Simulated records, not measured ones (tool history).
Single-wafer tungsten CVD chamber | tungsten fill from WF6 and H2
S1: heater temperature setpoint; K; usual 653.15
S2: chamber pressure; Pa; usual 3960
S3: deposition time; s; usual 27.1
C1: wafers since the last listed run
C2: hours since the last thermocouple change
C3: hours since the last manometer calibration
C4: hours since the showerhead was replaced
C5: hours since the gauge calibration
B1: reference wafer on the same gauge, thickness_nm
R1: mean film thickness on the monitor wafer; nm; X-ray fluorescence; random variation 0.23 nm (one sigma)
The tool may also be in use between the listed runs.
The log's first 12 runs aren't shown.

run     day      S1    S2    S3    C1      C2      C3      C4      C5      B1      R1
 13  24.717  653.15  3960  27.1   777     190  1421.6   207.1   911.9  55.181  51.837
 14  27.583  653.15  3960  27.1  1896   258.8  1490.4   275.9   980.7  55.094  51.998
 15    28.7  653.15  3960  27.1   738   285.6  1517.2   302.7  1007.5  55.154   52.17
 16  30.558  653.15  3960  27.1  1229   330.2  1561.8   347.3  1052.1  55.061  52.172
 17  31.696  662.15  3960  23.9   752   357.5  1589.1   374.6  1079.4  55.062  55.907
 18  32.862  653.15  4493  22.2   771   385.5  1617.1   402.6  1107.4  55.133  46.585
 19  35.858  641.15  3960  27.1  1982   457.4    1689   474.5  1179.3  55.065  39.186
 20  36.942  646.15  4333  22.3   716   483.4    1715   500.5  1205.3   55.07  38.943
 21  39.504  653.15  3960  27.1  1695   544.9  1776.5     562  1266.8  55.031  52.249
     41.596  -- capacitance manometer re-zeroed and calibrated
 22  41.925  641.15  3960  31.7  1381     603     7.9   620.1  1324.9  55.132  46.065
 23   44.25  653.15  3960  27.1  1538   658.8    63.7   675.9  1380.7  55.092  52.313
     45.679  -- gauge calibrated
 24  45.779  639.15  3960  31.2  1011   695.5   100.4   712.6     2.4  55.121  43.452
 25  48.429  645.15  3960  27.1  1753   759.1     164   776.2      66  55.181  43.814
 26  50.617  658.15  4360  22.9  1447   811.6   216.5   828.7   118.5    55.1  53.624
 27  52.146  662.15  3293  27.1  1011   848.3   253.2   865.4   155.2  55.093  56.601
 28  53.296  662.15  3960  23.8   760   875.9   280.8     893   182.8  55.132  56.918
 29  54.583  648.15  3960  30.6   851   906.8   311.7   923.9   213.7  55.112  53.189
 30  55.683  653.15  3960  27.1   727   933.2   338.1   950.3   240.1  55.113  53.072
 31  56.879  643.15  3960  30.5   791   961.9   366.8     979   268.8  55.157  47.297
 32   58.35  639.15  4906  24.2   973   997.2   402.1  1014.3   304.1  55.112  39.449
 33  60.412  653.15  3960  27.1  1364  1046.7   451.6  1063.8   353.6  55.092  53.659

Forecast each of these 5 alternatives for the next run:
  A  60.429  639.15  3960  27.1  11  1047.1  452  1064.2  354   ?   ?
  B  60.429  666.15  4920  23.3  11  1047.1  452  1064.2  354   ?   ?
  C  60.429  648.15  3960  21.9  11  1047.1  452  1064.2  354   ?   ?
  D  60.429  644.15  4666    31  11  1047.1  452  1064.2  354   ?   ?
  E  60.429  648.15  3960  27.1  11  1047.1  452  1064.2  354   ?   ?

run      B1      R1
  A  55.084  38.175
  B  55.084   70.74
  C  55.084  38.265
  D  55.084  55.308
  E  55.084  47.394
Without the tool's hidden state the same runs would have given:
run      R1
  A  36.621
  B  68.236
  C  36.774
  D  53.119
  E  45.547
